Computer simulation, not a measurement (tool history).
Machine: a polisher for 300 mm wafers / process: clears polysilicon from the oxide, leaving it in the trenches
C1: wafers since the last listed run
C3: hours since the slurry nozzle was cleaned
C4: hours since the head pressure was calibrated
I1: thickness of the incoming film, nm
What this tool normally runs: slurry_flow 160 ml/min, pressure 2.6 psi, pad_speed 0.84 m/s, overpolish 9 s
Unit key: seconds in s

run 1 hour=0.0 | slurry_flow=160 pressure=2.6 pad_speed=0.84 overpolish=9 | C1=0 wafers_polished_on_this_pad=1115 C3=6.0 C4=434.7 | I1=745.3 | seconds=82.7
-- hour=1.2 head pressure recalibrated
run 2 hour=52.1 | slurry_flow=160 pressure=2.6 pad_speed=1.00 overpolish=5 | C1=621 wafers_polished_on_this_pad=1736 C3=58.1 C4=50.9 | I1=754.8 | seconds=72.9
run 3 hour=173.0 | slurry_flow=160 pressure=2.6 pad_speed=1.00 overpolish=5 | C1=1474 wafers_polished_on_this_pad=3211 C3=179.0 C4=171.8 | I1=744.5 | seconds=72.2
run 4 hour=210.7 | slurry_flow=160 pressure=2.6 pad_speed=1.00 overpolish=5 | C1=459 wafers_polished_on_this_pad=3670 C3=216.7 C4=209.5 | I1=737.7 | seconds=74.5
run 5 hour=247.9 | slurry_flow=160 pressure=2.4 pad_speed=0.84 overpolish=11 | C1=453 wafers_polished_on_this_pad=4124 C3=253.9 C4=246.7 | I1=761.3 | seconds=95.2
-- hour=260.1 worn pad replaced by a new one
run 6 hour=311.0 | slurry_flow=160 pressure=2.6 pad_speed=0.84 overpolish=9 | C1=720 wafers_polished_on_this_pad=621 C3=317.0 C4=309.8 | I1=739.8 | seconds=87.4
-- hour=351.5 head pressure recalibrated
run 7 hour=360.1 | slurry_flow=160 pressure=2.6 pad_speed=0.84 overpolish=9 | C1=574 wafers_polished_on_this_pad=1195 C3=366.1 C4=8.6 | I1=748.0 | seconds=88.1
run 8 hour=425.5 | slurry_flow=160 pressure=2.6 pad_speed=0.84 overpolish=9 | C1=797 wafers_polished_on_this_pad=1993 C3=431.5 C4=74.0 | I1=738.0 | seconds=87.3
run 9 hour=487.1 | slurry_flow=160 pressure=2.6 pad_speed=0.84 overpolish=9 | C1=751 wafers_polished_on_this_pad=2745 C3=493.1 C4=135.6 | I1=758.3 | seconds=92.9
run 10 hour=547.7 | slurry_flow=160 pressure=2.6 pad_speed=0.84 overpolish=9 | C1=739 wafers_polished_on_this_pad=3484 C3=553.7 C4=196.2 | I1=747.7 | seconds=89.2
run 11 hour=581.1 | slurry_flow=160 pressure=2.6 pad_speed=0.84 overpolish=9 | C1=407 wafers_polished_on_this_pad=3891 C3=587.1 C4=229.6 | I1=738.1 | seconds=93.9
-- hour=615.1 worn pad replaced by a new one
run 12 hour=636.0 | slurry_flow=160 pressure=2.4 pad_speed=0.84 overpolish=9 | C1=620 wafers_polished_on_this_pad=255 C3=642.0 C4=284.5 | I1=758.8 | seconds=102.6
run 13 hour=669.7 | slurry_flow=160 pressure=2.4 pad_speed=0.84 overpolish=9 | C1=411 wafers_polished_on_this_pad=666 C3=675.7 C4=318.2 | I1=751.2 | seconds=103.2
-- hour=683.1 head pressure recalibrated
-- hour=716.9 slurry nozzle cleaned
run 14 hour=732.7 | slurry_flow=160 pressure=2.4 pad_speed=0.84 overpolish=9 | C1=731 wafers_polished_on_this_pad=1398 C3=15.8 C4=49.6 | I1=758.8 | seconds=90.4
run 15 hour=763.6 | slurry_flow=160 pressure=2.6 pad_speed=0.84 overpolish=8 | C1=376 wafers_polished_on_this_pad=1774 C3=46.7 C4=80.5 | I1=752.5 | seconds=85.8
run 16 hour=809.7 | slurry_flow=160 pressure=2.6 pad_speed=0.84 overpolish=8 | C1=562 wafers_polished_on_this_pad=2337 C3=92.8 C4=126.6 | I1=748.5 | seconds=85.9
run 17 hour=858.3 | slurry_flow=160 pressure=2.6 pad_speed=0.84 overpolish=8 | C1=592 wafers_polished_on_this_pad=2930 C3=141.4 C4=175.2 | I1=744.4 | seconds=83.9
run 18 hour=907.3 | slurry_flow=135 pressure=2.6 pad_speed=1.12 overpolish=14 | C1=597 wafers_polished_on_this_pad=3527 C3=190.4 C4=224.2 | I1=748.8 | seconds=69.7
-- hour=958.8 worn pad replaced by a new one
run 19 hour=959.3 | slurry_flow=120 pressure=2.6 pad_speed=0.84 overpolish=9 | C1=585 wafers_polished_on_this_pad=5 C3=242.4 C4=276.2 | I1=744.3 | seconds=94.1
run 20 hour=1027.0 | slurry_flow=160 pressure=2.6 pad_speed=0.84 overpolish=9 | C1=825 wafers_polished_on_this_pad=831 C3=310.1 C4=343.9 | I1=759.5 | seconds=90.0
-- hour=1091.3 head pressure recalibrated
run 21 hour=1092.8 | slurry_flow=160 pressure=2.6 pad_speed=0.84 overpolish=9 | C1=778 wafers_polished_on_this_pad=1609 C3=375.9 C4=1.5 | I1=760.8 | seconds=91.7
run 22 hour=1158.5 | slurry_flow=120 pressure=3.4 pad_speed=1.04 overpolish=10 | C1=801 wafers_polished_on_this_pad=2411 C3=441.6 C4=67.2 | I1=749.8 | seconds=65.6
run 23 hour=1225.7 | slurry_flow=160 pressure=2.6 pad_speed=0.84 overpolish=14 | C1=819 wafers_polished_on_this_pad=3231 C3=508.8 C4=134.4 | I1=752.6 | seconds=94.0
run 24 hour=1282.8 | slurry_flow=160 pressure=2.6 pad_speed=1.04 overpolish=9 | C1=696 wafers_polished_on_this_pad=3927 C3=565.9 C4=191.5 | I1=746.1 | seconds=77.9
run 25 hour=1328.4 | slurry_flow=160 pressure=2.6 pad_speed=0.84 overpolish=9 | C1=556 wafers_polished_on_this_pad=4483 C3=611.5 C4=237.1 | I1=747.7 | seconds=95.2
run 26 hour=1363.9 | slurry_flow=160 pressure=2.6 pad_speed=0.94 overpolish=11 | C1=433 wafers_polished_on_this_pad=4916 C3=647.0 C4=272.6 | I1=753.9 | seconds=88.9
-- hour=1397.9 worn pad replaced by a new one
run 27 hour=1407.5 | slurry_flow=160 pressure=2.6 pad_speed=0.84 overpolish=9 | C1=483 wafers_polished_on_this_pad=117 C3=690.6 C4=316.2 | I1=744.5 | seconds=97.5
run 28 hour=1436.9 | slurry_flow=160 pressure=3.2 pad_speed=0.84 overpolish=9 | C1=358 wafers_polished_on_this_pad=475 C3=720.0 C4=345.6 | I1=749.3 | seconds=78.8
run 29 hour=1470.3 | slurry_flow=160 pressure=2.6 pad_speed=0.84 overpolish=8 | C1=407 wafers_polished_on_this_pad=883 C3=753.4 C4=379.0 | I1=759.7 | seconds=104.9
-- hour=1489.0 head pressure recalibrated
-- hour=1496.5 slurry nozzle cleaned
run 30 hour=1683.5 | slurry_flow=200 pressure=2.6 pad_speed=0.76 overpolish=4 | C1=2563 wafers_polished_on_this_pad=3447 C3=187.0 C4=194.5 | I1=753.1 | seconds=90.8
run 31 hour=1733.7 | slurry_flow=160 pressure=2.6 pad_speed=1.00 overpolish=9 | C1=612 wafers_polished_on_this_pad=4059 C3=237.2 C4=244.7 | I1=742.2 | seconds=75.3
run 32 hour=1767.8 | slurry_flow=160 pressure=2.6 pad_speed=0.84 overpolish=5 | C1=415 wafers_polished_on_this_pad=4475 C3=271.3 C4=278.8 | I1=760.7 | seconds=88.7
-- hour=1806.5 worn pad replaced by a new one
-- hour=1817.0 head pressure recalibrated
run 33 hour=1817.5 | slurry_flow=130 pressure=2.0 pad_speed=0.62 overpolish=9 | C1=533 wafers_polished_on_this_pad=109 C3=321.0 C4=0.5 | I1=754.9 | seconds=155.4
run 34 hour=1864.7 | slurry_flow=160 pressure=2.6 pad_speed=0.84 overpolish=9 | C1=575 wafers_polished_on_this_pad=685 C3=368.2 C4=47.7 | I1=745.7 | seconds=88.6
run 35 hour=1924.3 | slurry_flow=160 pressure=3.0 pad_speed=0.98 overpolish=6 | C1=726 wafers_polished_on_this_pad=1412 C3=427.8 C4=107.3 | I1=748.4 | seconds=68.1

Branching from run 35: 3 alternative next runs. What would each branch give?
run A hour=1924.7 | slurry_flow=160 pressure=2.6 pad_speed=0.84 overpolish=9 | C1=4 wafers_polished_on_this_pad=1417 C3=428.2 C4=107.7 | I1=745.4 | seconds=?
run B hour=1924.7 | slurry_flow=160 pressure=3.3 pad_speed=0.62 overpolish=8 | C1=4 wafers_polished_on_this_pad=1417 C3=428.2 C4=107.7 | I1=745.4 | seconds=?
run C hour=1924.7 | slurry_flow=160 pressure=2.9 pad_speed=0.66 overpolish=9 | C1=4 wafers_polished_on_this_pad=1417 C3=428.2 C4=107.7 | I1=745.4 | seconds=?

run=A seconds=89.3
run=B seconds=90.2
run=C seconds=97.7
With no hidden state in the tool, these same runs would have given:
run=A seconds=82.4
run=B seconds=83.2
run=C seconds=90.1
